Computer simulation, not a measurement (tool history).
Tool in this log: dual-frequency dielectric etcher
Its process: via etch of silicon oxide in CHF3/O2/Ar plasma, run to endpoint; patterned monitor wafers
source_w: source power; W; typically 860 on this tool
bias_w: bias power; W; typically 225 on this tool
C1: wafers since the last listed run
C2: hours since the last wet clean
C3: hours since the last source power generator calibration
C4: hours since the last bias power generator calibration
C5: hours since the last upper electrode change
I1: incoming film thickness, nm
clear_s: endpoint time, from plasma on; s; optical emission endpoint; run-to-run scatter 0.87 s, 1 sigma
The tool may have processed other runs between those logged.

run 1 day=0.000 | source_w=860 bias_w=269 | C1=0 C2=534.1 C3=3916.1 C4=2048.2 C5=6002.1 | I1=716.3 | clear_s=257.5
run 2 day=0.583 | source_w=860 bias_w=269 | C1=85 C2=548.1 C3=3930.1 C4=2062.2 C5=6016.1 | I1=714.8 | clear_s=257.4
run 3 day=1.262 | source_w=860 bias_w=225 | C1=99 C2=564.4 C3=3946.4 C4=2078.5 C5=6032.4 | I1=708.1 | clear_s=276.0
run 4 day=1.971 | source_w=860 bias_w=225 | C1=103 C2=581.4 C3=3963.4 C4=2095.5 C5=6049.4 | I1=715.9 | clear_s=279.1
-- day=3.204 wet clean of the chamber
run 5 day=3.225 | source_w=860 bias_w=188 | C1=37 C2=0.5 C3=3993.5 C4=2125.6 C5=6079.5 | I1=711.2 | clear_s=319.0
run 6 day=3.242 | source_w=860 bias_w=188 | C1=2 C2=0.9 C3=3993.9 C4=2126.0 C5=6079.9 | I1=707.7 | clear_s=316.3
run 7 day=3.554 | source_w=860 bias_w=188 | C1=45 C2=8.4 C3=4001.4 C4=2133.5 C5=6087.4 | I1=711.1 | clear_s=317.8
run 8 day=4.075 | source_w=860 bias_w=225 | C1=76 C2=20.9 C3=4013.9 C4=2146.0 C5=6099.9 | I1=710.2 | clear_s=293.0
run 9 day=4.679 | source_w=860 bias_w=225 | C1=88 C2=35.4 C3=4028.4 C4=2160.5 C5=6114.4 | I1=708.2 | clear_s=291.6
run 10 day=5.129 | source_w=860 bias_w=225 | C1=65 C2=46.2 C3=4039.2 C4=2171.3 C5=6125.2 | I1=714.9 | clear_s=293.0
run 11 day=5.392 | source_w=800 bias_w=225 | C1=38 C2=52.5 C3=4045.5 C4=2177.6 C5=6131.5 | I1=715.9 | clear_s=301.7
-- day=6.154 source power generator calibrated
-- day=6.404 upper electrode replaced
run 12 day=6.425 | source_w=860 bias_w=225 | C1=90 C2=77.3 C3=6.5 C4=2202.4 C5=0.5 | I1=714.5 | clear_s=291.7
run 13 day=6.442 | source_w=1080 bias_w=260 | C1=2 C2=77.7 C3=6.9 C4=2202.8 C5=0.9 | I1=711.0 | clear_s=248.6
run 14 day=6.996 | source_w=940 bias_w=251 | C1=81 C2=91.0 C3=20.2 C4=2216.1 C5=14.2 | I1=708.1 | clear_s=266.0
run 15 day=7.450 | source_w=860 bias_w=268 | C1=66 C2=101.9 C3=31.1 C4=2227.0 C5=25.1 | I1=715.0 | clear_s=269.0
run 16 day=8.000 | source_w=1040 bias_w=272 | C1=80 C2=115.1 C3=44.3 C4=2240.2 C5=38.3 | I1=714.9 | clear_s=249.1
-- day=8.262 bias power generator calibrated
run 17 day=9.517 | source_w=720 bias_w=208 | C1=197 C2=151.5 C3=80.7 C4=30.1 C5=74.7 | I1=709.7 | clear_s=320.3
run 18 day=9.779 | source_w=700 bias_w=261 | C1=38 C2=157.8 C3=87.0 C4=36.4 C5=81.0 | I1=705.4 | clear_s=288.0
run 19 day=10.475 | source_w=1000 bias_w=262 | C1=102 C2=174.5 C3=103.7 C4=53.1 C5=97.7 | I1=713.2 | clear_s=253.2

Forecast each of these 4 alternatives for the next run:
run A day=10.496 | source_w=860 bias_w=225 | C1=3 C2=175.0 C3=104.2 C4=53.6 C5=98.2 | I1=705.2 | clear_s=?
run B day=10.496 | source_w=730 bias_w=225 | C1=3 C2=175.0 C3=104.2 C4=53.6 C5=98.2 | I1=705.2 | clear_s=?
run C day=10.496 | source_w=770 bias_w=225 | C1=3 C2=175.0 C3=104.2 C4=53.6 C5=98.2 | I1=705.2 | clear_s=?
run D day=10.496 | source_w=1070 bias_w=278 | C1=3 C2=175.0 C3=104.2 C4=53.6 C5=98.2 | I1=705.2 | clear_s=?

run=A clear_s=285.6
run=B clear_s=303.9
run=C clear_s=297.8
run=D clear_s=238.4
Without the tool's hidden state the same runs would have given:
run=A clear_s=288.9
run=B clear_s=307.4
run=C clear_s=301.3
run=D clear_s=241.2

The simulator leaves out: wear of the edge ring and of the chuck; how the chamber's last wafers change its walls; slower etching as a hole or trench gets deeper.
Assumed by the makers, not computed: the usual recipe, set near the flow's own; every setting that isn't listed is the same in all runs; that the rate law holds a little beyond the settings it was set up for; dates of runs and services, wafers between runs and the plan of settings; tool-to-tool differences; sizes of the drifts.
